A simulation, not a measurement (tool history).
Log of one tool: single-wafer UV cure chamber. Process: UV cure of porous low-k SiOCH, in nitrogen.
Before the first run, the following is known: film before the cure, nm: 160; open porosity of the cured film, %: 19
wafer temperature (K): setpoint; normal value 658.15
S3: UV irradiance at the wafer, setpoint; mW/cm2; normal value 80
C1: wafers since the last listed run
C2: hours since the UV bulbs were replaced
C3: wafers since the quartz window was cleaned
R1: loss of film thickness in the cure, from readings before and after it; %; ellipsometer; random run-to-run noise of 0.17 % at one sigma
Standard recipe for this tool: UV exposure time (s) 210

run 1 hour=0.0 | wafer_temperature_(K)=658.15 UV_exposure_time_(s)=210 S3=80 | C1=0 C2=2018.3 C3=2824 | R1=11.047
run 2 hour=12.5 | wafer_temperature_(K)=658.15 UV_exposure_time_(s)=210 S3=80 | C1=100 C2=2030.8 C3=2924 | R1=10.744
run 3 hour=20.1 | wafer_temperature_(K)=658.15 UV_exposure_time_(s)=210 S3=80 | C1=61 C2=2038.4 C3=2986 | R1=10.786
run 4 hour=34.2 | wafer_temperature_(K)=658.15 UV_exposure_time_(s)=250 S3=80 | C1=113 C2=2052.5 C3=3099 | R1=11.687
run 5 hour=41.7 | wafer_temperature_(K)=658.15 UV_exposure_time_(s)=250 S3=80 | C1=60 C2=2060.0 C3=3159 | R1=11.516
run 6 hour=58.8 | wafer_temperature_(K)=658.15 UV_exposure_time_(s)=250 S3=80 | C1=137 C2=2077.1 C3=3297 | R1=11.534
run 7 hour=85.4 | wafer_temperature_(K)=658.15 UV_exposure_time_(s)=210 S3=80 | C1=214 C2=2103.7 C3=3511 | R1=10.768
run 8 hour=101.0 | wafer_temperature_(K)=658.15 UV_exposure_time_(s)=210 S3=80 | C1=125 C2=2119.3 C3=3637 | R1=10.762
run 9 hour=108.7 | wafer_temperature_(K)=658.15 UV_exposure_time_(s)=210 S3=80 | C1=61 C2=2127.0 C3=3699 | R1=10.580
run 10 hour=117.5 | wafer_temperature_(K)=658.15 UV_exposure_time_(s)=210 S3=80 | C1=70 C2=2135.8 C3=3770 | R1=10.547
run 11 hour=131.8 | wafer_temperature_(K)=658.15 UV_exposure_time_(s)=210 S3=80 | C1=115 C2=2150.1 C3=3885 | R1=10.668
run 12 hour=142.0 | wafer_temperature_(K)=658.15 UV_exposure_time_(s)=210 S3=80 | C1=82 C2=2160.3 C3=3967 | R1=10.433
run 13 hour=149.3 | wafer_temperature_(K)=658.15 UV_exposure_time_(s)=210 S3=80 | C1=58 C2=2167.6 C3=4026 | R1=10.566
-- hour=170.9 quartz window cleaned
run 14 hour=171.4 | wafer_temperature_(K)=658.15 UV_exposure_time_(s)=210 S3=80 | C1=113 C2=2189.7 C3=3 | R1=11.537
run 15 hour=181.3 | wafer_temperature_(K)=658.15 UV_exposure_time_(s)=210 S3=80 | C1=79 C2=2199.6 C3=83 | R1=10.993
run 16 hour=198.9 | wafer_temperature_(K)=658.15 UV_exposure_time_(s)=210 S3=80 | C1=141 C2=2217.2 C3=225 | R1=11.470
run 17 hour=213.5 | wafer_temperature_(K)=658.15 UV_exposure_time_(s)=210 S3=58 | C1=117 C2=2231.8 C3=342 | R1=9.641
run 18 hour=220.2 | wafer_temperature_(K)=651.15 UV_exposure_time_(s)=175 S3=80 | C1=53 C2=2238.5 C3=396 | R1=10.429
run 19 hour=235.1 | wafer_temperature_(K)=651.15 UV_exposure_time_(s)=175 S3=80 | C1=119 C2=2253.4 C3=516 | R1=10.098
run 20 hour=244.3 | wafer_temperature_(K)=658.15 UV_exposure_time_(s)=210 S3=80 | C1=74 C2=2262.6 C3=590 | R1=11.344
run 21 hour=259.3 | wafer_temperature_(K)=658.15 UV_exposure_time_(s)=210 S3=80 | C1=120 C2=2277.6 C3=711 | R1=11.384
run 22 hour=269.8 | wafer_temperature_(K)=666.15 UV_exposure_time_(s)=250 S3=56 | C1=84 C2=2288.1 C3=796 | R1=10.426
run 23 hour=285.6 | wafer_temperature_(K)=658.15 UV_exposure_time_(s)=265 S3=80 | C1=127 C2=2303.9 C3=923 | R1=12.651
run 24 hour=295.8 | wafer_temperature_(K)=658.15 UV_exposure_time_(s)=210 S3=80 | C1=82 C2=2314.1 C3=1005 | R1=11.575
run 25 hour=306.3 | wafer_temperature_(K)=649.15 UV_exposure_time_(s)=250 S3=98 | C1=84 C2=2324.6 C3=1089 | R1=12.716
run 26 hour=321.1 | wafer_temperature_(K)=658.15 UV_exposure_time_(s)=320 S3=48 | C1=119 C2=2339.4 C3=1209 | R1=10.718
-- hour=338.1 UV bulbs replaced
run 27 hour=338.6 | wafer_temperature_(K)=674.15 UV_exposure_time_(s)=285 S3=80 | C1=76 C2=0.5 C3=1285 | R1=13.141
run 28 hour=352.4 | wafer_temperature_(K)=658.15 UV_exposure_time_(s)=210 S3=80 | C1=111 C2=14.3 C3=1396 | R1=10.988
run 29 hour=379.3 | wafer_temperature_(K)=677.15 UV_exposure_time_(s)=120 S3=43 | C1=216 C2=41.2 C3=1613 | R1=6.479
run 30 hour=392.2 | wafer_temperature_(K)=639.15 UV_exposure_time_(s)=95 S3=115 | C1=103 C2=54.1 C3=1717 | R1=8.871
run 31 hour=409.3 | wafer_temperature_(K)=658.15 UV_exposure_time_(s)=210 S3=80 | C1=137 C2=71.2 C3=1854 | R1=11.205
run 32 hour=418.9 | wafer_temperature_(K)=658.15 UV_exposure_time_(s)=210 S3=80 | C1=77 C2=80.8 C3=1932 | R1=11.079
run 33 hour=430.1 | wafer_temperature_(K)=658.15 UV_exposure_time_(s)=210 S3=80 | C1=90 C2=92.0 C3=2022 | R1=11.204
run 34 hour=438.1 | wafer_temperature_(K)=642.15 UV_exposure_time_(s)=250 S3=80 | C1=64 C2=100.0 C3=2086 | R1=11.624
run 35 hour=445.5 | wafer_temperature_(K)=658.15 UV_exposure_time_(s)=250 S3=80 | C1=59 C2=107.4 C3=2146 | R1=11.459
run 36 hour=463.4 | wafer_temperature_(K)=658.15 UV_exposure_time_(s)=125 S3=108 | C1=144 C2=125.3 C3=2290 | R1=10.146
run 37 hour=477.3 | wafer_temperature_(K)=671.15 UV_exposure_time_(s)=260 S3=52 | C1=111 C2=139.2 C3=2402 | R1=10.579
run 38 hour=486.3 | wafer_temperature_(K)=640.15 UV_exposure_time_(s)=335 S3=112 | C1=72 C2=148.2 C3=2474 | R1=14.722
run 39 hour=498.3 | wafer_temperature_(K)=646.15 UV_exposure_time_(s)=280 S3=41 | C1=96 C2=160.2 C3=2571 | R1=9.058

Each row is a separate what-if for the run after 39, all from the same tool condition, not one after another. Results?
run A hour=498.8 | wafer_temperature_(K)=658.15 UV_exposure_time_(s)=210 S3=80 | C1=4 C2=160.7 C3=2575 | R1=?
run B hour=498.8 | wafer_temperature_(K)=667.15 UV_exposure_time_(s)=95 S3=92 | C1=4 C2=160.7 C3=2575 | R1=?
run C hour=498.8 | wafer_temperature_(K)=658.15 UV_exposure_time_(s)=315 S3=80 | C1=4 C2=160.7 C3=2575 | R1=?
run D hour=498.8 | wafer_temperature_(K)=644.15 UV_exposure_time_(s)=210 S3=110 | C1=4 C2=160.7 C3=2575 | R1=?

run=A R1=10.623
run=B R1=7.923
run=C R1=12.508
run=D R1=11.826
Without the tool's hidden state the same runs would have given:
run=A R1=11.015
run=B R1=8.287
run=C R1=12.920
run=D R1=12.231
